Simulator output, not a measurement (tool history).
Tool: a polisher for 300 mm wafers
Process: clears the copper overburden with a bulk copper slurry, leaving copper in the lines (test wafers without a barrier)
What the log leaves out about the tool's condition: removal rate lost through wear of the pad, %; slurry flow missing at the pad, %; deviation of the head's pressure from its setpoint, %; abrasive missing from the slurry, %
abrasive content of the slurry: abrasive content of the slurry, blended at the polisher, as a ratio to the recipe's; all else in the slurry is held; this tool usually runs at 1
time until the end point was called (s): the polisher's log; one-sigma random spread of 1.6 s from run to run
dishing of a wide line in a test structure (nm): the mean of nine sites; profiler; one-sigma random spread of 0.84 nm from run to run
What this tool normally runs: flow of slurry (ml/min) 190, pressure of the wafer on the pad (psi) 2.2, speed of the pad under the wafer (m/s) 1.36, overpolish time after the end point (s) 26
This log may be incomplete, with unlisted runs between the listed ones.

run    hour  flow of slurry (ml/min)  pressure of the wafer on the pad (psi)  speed of the pad under the wafer (m/s)  abrasive content of the slurry  overpolish time after the end point (s)  wafers since the last listed run  wafers polished on this pad  hours since the slurry nozzle was cleaned  hours since the head pressure was calibrated  hours since the slurry blender was calibrated  incoming thickness of the incoming film, nm  time until the end point was called (s)  dishing of a wide line in a test structure (nm)
  1       0                      190                                     1.8                                    1.36                               1                                       23                                 0                         1906                                      659.1                                         729.9                                          410.2                                       1205.5                                    163.9                                             68.3
       25.7  -- head pressure recalibrated
       41.9  -- worn pad replaced by a new one
  2      67                      190                                     1.8                                    1.36                               1                                       23                               297                          122                                      726.1                                          41.3                                          477.2                                       1191.7                                    178.1                                             66.2
       92.3  -- slurry blender recalibrated
  3   127.4                      190                                     2.2                                    1.36                               1                                       26                               285                          408                                      786.5                                         101.7                                           35.1                                       1231.5                                    152.8                                             76.3
  4   158.3                      190                                     2.6                                    1.36                               1                                       26                               150                          558                                      817.4                                         132.6                                             66                                       1207.4                                    129.3                                             85.2
  5   193.7                      190                                     2.6                                    1.36                               1                                       26                               172                          731                                      852.8                                           168                                          101.4                                       1217.8                                    129.1                                             82.5
      290.3  -- slurry nozzle cleaned
  6   342.2                      190                                     1.8                                    1.36                               1                                       26                               720                         1452                                       51.9                                         316.5                                          249.9                                       1235.7                                    173.1                                             71.3
  7   367.7                      190                                     2.2                                    1.36                            1.15                                       39                               124                         1576                                       77.4                                           342                                          275.4                                       1215.9                                    131.8                                             89.9
  8   423.7                      190                                     2.2                                    1.36                            1.25                                       26                               273                         1850                                      133.4                                           398                                          331.4                                       1206.2                                    133.4                                             82.6
  9   463.4                      190                                     2.2                                    1.36                             1.2                                       26                               193                         2044                                      173.1                                         437.7                                          371.1                                       1215.2                                    129.7                                             82.9
 10   500.6                      140                                     2.2                                    1.36                               1                                       26                               181                         2226                                      210.3                                         474.9                                          408.3                                       1205.2                                    141.9                                             79.9
      531.9  -- slurry blender recalibrated
      557.3  -- worn pad replaced by a new one
 11   557.8                      190                                     2.5                                    1.64                            0.75                                       12                               250                            2                                      267.5                                         532.1                                           25.9                                       1207.3                                    101.7                                             65.6
 12   618.2                      190                                     2.2                                    1.66                               1                                       26                               295                          297                                      327.9                                         592.5                                           86.3                                       1224.5                                    111.5                                             87.2
 13   654.8                      190                                     2.2                                    1.16                               1                                       26                               178                          476                                      364.5                                         629.1                                          122.9                                       1234.9                                      160                                             77.3
 14   720.6                      190                                     2.2                                    1.36                               1                                       26                               321                          797                                      430.3                                         694.9                                          188.7                                         1224                                    131.4                                             84.7
 15   783.3                      190                                     2.2                                    1.36                               1                                       26                               306                         1103                                        493                                         757.6                                          251.4                                       1221.2                                    132.2                                             83.1
 16   827.4                      190                                     2.2                                    1.48                               1                                       35                               215                         1319                                      537.1                                         801.7                                          295.5                                       1196.1                                    117.7                                             94.3
 17   883.6                      190                                     2.2                                    1.58                               1                                       12                               274                         1593                                      593.3                                         857.9                                          351.7                                       1215.3                                      109                                             63.1
 18   917.3                      190                                     2.2                                    1.36                               1                                       26                               164                         1758                                        627                                         891.6                                          385.4                                       1211.6                                    128.4                                             84.9
 19   947.5                      190                                     2.7                                    1.36                               1                                       26                               147                         1905                                      657.2                                         921.8                                          415.6                                       1210.5                                      105                                             94.1
        986  -- head pressure recalibrated
 20   997.9                      125                                     2.2                                    1.36                             1.1                                       26                               236                         2142                                      707.6                                          11.9                                            466                                       1230.8                                    165.5                                             75.3
     1012.1  -- slurry nozzle cleaned
 21  1025.2                      190                                     1.7                                    1.78                               1                                       26                               128                         2270                                       13.1                                          39.2                                          493.3                                       1216.7                                    138.4                                             75.6
     1059.3  -- slurry blender recalibrated
 22  1087.5                      190                                     2.2                                    1.76                            0.85                                       26                               294                         2565                                       75.4                                         101.5                                           28.2                                       1234.8                                    112.4                                             86.9
     1108.1  -- worn pad replaced by a new one
 23    1123                      240                                     2.4                                     1.5                            1.15                                       26                               153                           72                                      110.9                                           137                                           63.7                                         1212                                      110                                               86
 24    1266                      190                                     2.2                                     1.1                             1.3                                       26                               698                          771                                      253.9                                           280                                          206.7                                       1203.8                                    165.4                                             75.6
 25  1308.2                      190                                     2.2                                    1.36                               1                                       26                               206                          977                                      296.1                                         322.2                                          248.9                                       1208.4                                    137.3                                             81.4
 26  1379.2                      155                                     2.2                                    1.72                               1                                       26                               346                         1323                                      367.1                                         393.2                                          319.9                                       1201.8                                    113.5                                             87.3
 27  1477.6                      190                                     2.2                                    1.36                               1                                       26                               480                         1804                                      465.5                                         491.6                                          418.3                                       1225.8                                    134.5                                             82.1
     1489.3  -- slurry blender recalibrated
 28    1523                      245                                     2.2                                    1.74                               1                                       26                               211                         2016                                      510.9                                           537                                           33.7                                         1207                                    102.3                                             90.2
 29  1591.2                      190                                     1.4                                    1.36                               1                                       26                               333                         2349                                      579.1                                         605.2                                          101.9                                         1203                                    210.8                                             61.2

Here are 3 independent what-if runs from the current tool condition. What would each one return?
  A  1591.7                      190                                     2.2                                    1.36                               1                                       26                                 2                         2352                                      579.6                                         605.7                                          102.4                                       1213.4                                        ?                                                ?
  B  1591.7                      240                                     2.2                                    1.84                             0.7                                       16                                 2                         2352                                      579.6                                         605.7                                          102.4                                       1213.4                                        ?                                                ?
  C  1591.7                      190                                     1.4                                    1.36                             1.3                                       26                                 2                         2352                                      579.6                                         605.7                                          102.4                                       1213.4                                        ?                                                ?

run  time until the end point was called (s)  dishing of a wide line in a test structure (nm)
  A                                    135.7                                             81.4
  B                                    101.7                                             75.2
  C                                    204.2                                             62.7
Had the tool no hidden state, the same runs would have come out as:
run  time until the end point was called (s)  dishing of a wide line in a test structure (nm)
  A                                    138.2                                             79.9
  B                                    104.5                                             73.5
  C                                    207.9                                             61.4

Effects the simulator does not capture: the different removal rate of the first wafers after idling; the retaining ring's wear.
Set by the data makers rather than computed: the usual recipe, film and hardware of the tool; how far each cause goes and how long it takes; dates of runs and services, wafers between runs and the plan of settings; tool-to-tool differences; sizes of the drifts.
